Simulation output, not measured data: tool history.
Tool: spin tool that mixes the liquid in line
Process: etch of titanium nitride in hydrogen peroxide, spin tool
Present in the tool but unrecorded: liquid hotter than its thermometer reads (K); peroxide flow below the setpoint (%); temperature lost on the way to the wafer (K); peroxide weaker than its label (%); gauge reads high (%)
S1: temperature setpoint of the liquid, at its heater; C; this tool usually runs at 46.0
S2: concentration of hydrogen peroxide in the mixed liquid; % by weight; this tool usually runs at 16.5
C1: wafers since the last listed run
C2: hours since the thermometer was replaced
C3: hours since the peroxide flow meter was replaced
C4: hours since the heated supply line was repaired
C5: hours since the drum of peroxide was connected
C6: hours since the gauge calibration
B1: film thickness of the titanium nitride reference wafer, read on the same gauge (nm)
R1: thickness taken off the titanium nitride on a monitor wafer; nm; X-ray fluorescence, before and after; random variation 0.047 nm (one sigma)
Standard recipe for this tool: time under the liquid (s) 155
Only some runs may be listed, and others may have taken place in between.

{"run": 1, "hour": 0.0, "S1": 46.0, "S2": 16.5, "time under the liquid (s)": 155, "C1": 0, "C2": 660.0, "C3": 171.5, "C4": 1978.7, "C5": 150.3, "C6": 243.7, "B1": 99.99, "R1": 4.51}
{"run": 2, "hour": 69.0, "S1": 46.0, "S2": 16.5, "time under the liquid (s)": 155, "C1": 467, "C2": 729.0, "C3": 240.5, "C4": 2047.7, "C5": 219.3, "C6": 312.7, "B1": 100.0, "R1": 4.5}
{"run": 3, "hour": 141.4, "S1": 46.0, "S2": 16.5, "time under the liquid (s)": 155, "C1": 490, "C2": 801.4, "C3": 312.9, "C4": 2120.1, "C5": 291.7, "C6": 385.1, "B1": 100.0, "R1": 4.55}
{"run": 4, "hour": 201.4, "S1": 46.0, "S2": 16.5, "time under the liquid (s)": 155, "C1": 406, "C2": 861.4, "C3": 372.9, "C4": 2180.1, "C5": 351.7, "C6": 445.1, "B1": 100.0, "R1": 4.59}
{"run": 5, "hour": 249.0, "S1": 46.0, "S2": 16.5, "time under the liquid (s)": 155, "C1": 322, "C2": 909.0, "C3": 420.5, "C4": 2227.7, "C5": 399.3, "C6": 492.7, "B1": 100.02, "R1": 4.48}
{"run": 6, "hour": 321.1, "S1": 46.0, "S2": 16.5, "time under the liquid (s)": 155, "C1": 488, "C2": 981.1, "C3": 492.6, "C4": 2299.8, "C5": 471.4, "C6": 564.8, "B1": 100.0, "R1": 4.43}
{"run": 7, "hour": 367.7, "S1": 46.0, "S2": 16.5, "time under the liquid (s)": 155, "C1": 315, "C2": 1027.7, "C3": 539.2, "C4": 2346.4, "C5": 518.0, "C6": 611.4, "B1": 99.98, "R1": 4.57}
{"run": 8, "hour": 424.1, "S1": 46.0, "S2": 16.5, "time under the liquid (s)": 155, "C1": 382, "C2": 1084.1, "C3": 595.6, "C4": 2402.8, "C5": 574.4, "C6": 667.8, "B1": 100.0, "R1": 4.46}
{"hour": 448.6, "done": "peroxide flow meter replaced"}
{"run": 9, "hour": 486.3, "S1": 50.5, "S2": 12.5, "time under the liquid (s)": 220, "C1": 414, "C2": 1146.3, "C3": 37.7, "C4": 2465.0, "C5": 636.6, "C6": 730.0, "B1": 100.0, "R1": 8.37}
{"run": 10, "hour": 550.0, "S1": 51.5, "S2": 14.0, "time under the liquid (s)": 230, "C1": 431, "C2": 1210.0, "C3": 101.4, "C4": 2528.7, "C5": 700.3, "C6": 793.7, "B1": 100.01, "R1": 9.52}
{"hour": 598.2, "done": "new drum of peroxide connected"}
{"hour": 612.0, "done": "heated supply line repaired"}
{"run": 11, "hour": 649.2, "S1": 53.5, "S2": 12.5, "time under the liquid (s)": 240, "C1": 658, "C2": 1309.2, "C3": 200.6, "C4": 37.2, "C5": 51.0, "C6": 892.9, "B1": 100.01, "R1": 12.9}
{"hour": 751.1, "done": "thermometer replaced"}
{"hour": 776.3, "done": "gauge calibrated"}
{"run": 12, "hour": 947.4, "S1": 52.5, "S2": 19.5, "time under the liquid (s)": 100, "C1": 2013, "C2": 196.3, "C3": 498.8, "C4": 335.4, "C5": 349.2, "C6": 171.1, "B1": 100.0, "R1": 5.47}
{"run": 13, "hour": 1028.2, "S1": 46.0, "S2": 16.5, "time under the liquid (s)": 155, "C1": 547, "C2": 277.1, "C3": 579.6, "C4": 416.2, "C5": 430.0, "C6": 251.9, "B1": 100.01, "R1": 5.01}
{"hour": 1043.2, "done": "peroxide flow meter replaced"}
{"run": 14, "hour": 1114.6, "S1": 40.0, "S2": 16.5, "time under the liquid (s)": 240, "C1": 578, "C2": 363.5, "C3": 71.4, "C4": 502.6, "C5": 516.4, "C6": 338.3, "B1": 100.01, "R1": 4.91}
{"run": 15, "hour": 1160.3, "S1": 55.0, "S2": 12.0, "time under the liquid (s)": 105, "C1": 309, "C2": 409.2, "C3": 117.1, "C4": 548.3, "C5": 562.1, "C6": 384.0, "B1": 99.98, "R1": 5.97}

How would selected steps in R1 from run to run divide? Give the signed amount a tool lacking its hidden state would still show from settings, what came in and random variation, and the signed amount left for the hidden state, including any gauge scatter that is not in both of the compared results.
Run 10 -> 11: S1 51.5 -> 53.5, S2 14.0 -> 12.5, time under the liquid (s) 230 -> 240, new drum of peroxide connected, heated supply line repaired. R1 +3.38 nm: hidden state +1.27, all else +2.11.
Run 11 -> 12: S1 53.5 -> 52.5, S2 12.5 -> 19.5, time under the liquid (s) 240 -> 100, thermometer replaced, gauge calibrated. R1 -7.43 nm: hidden state +0.02, all else -7.45.
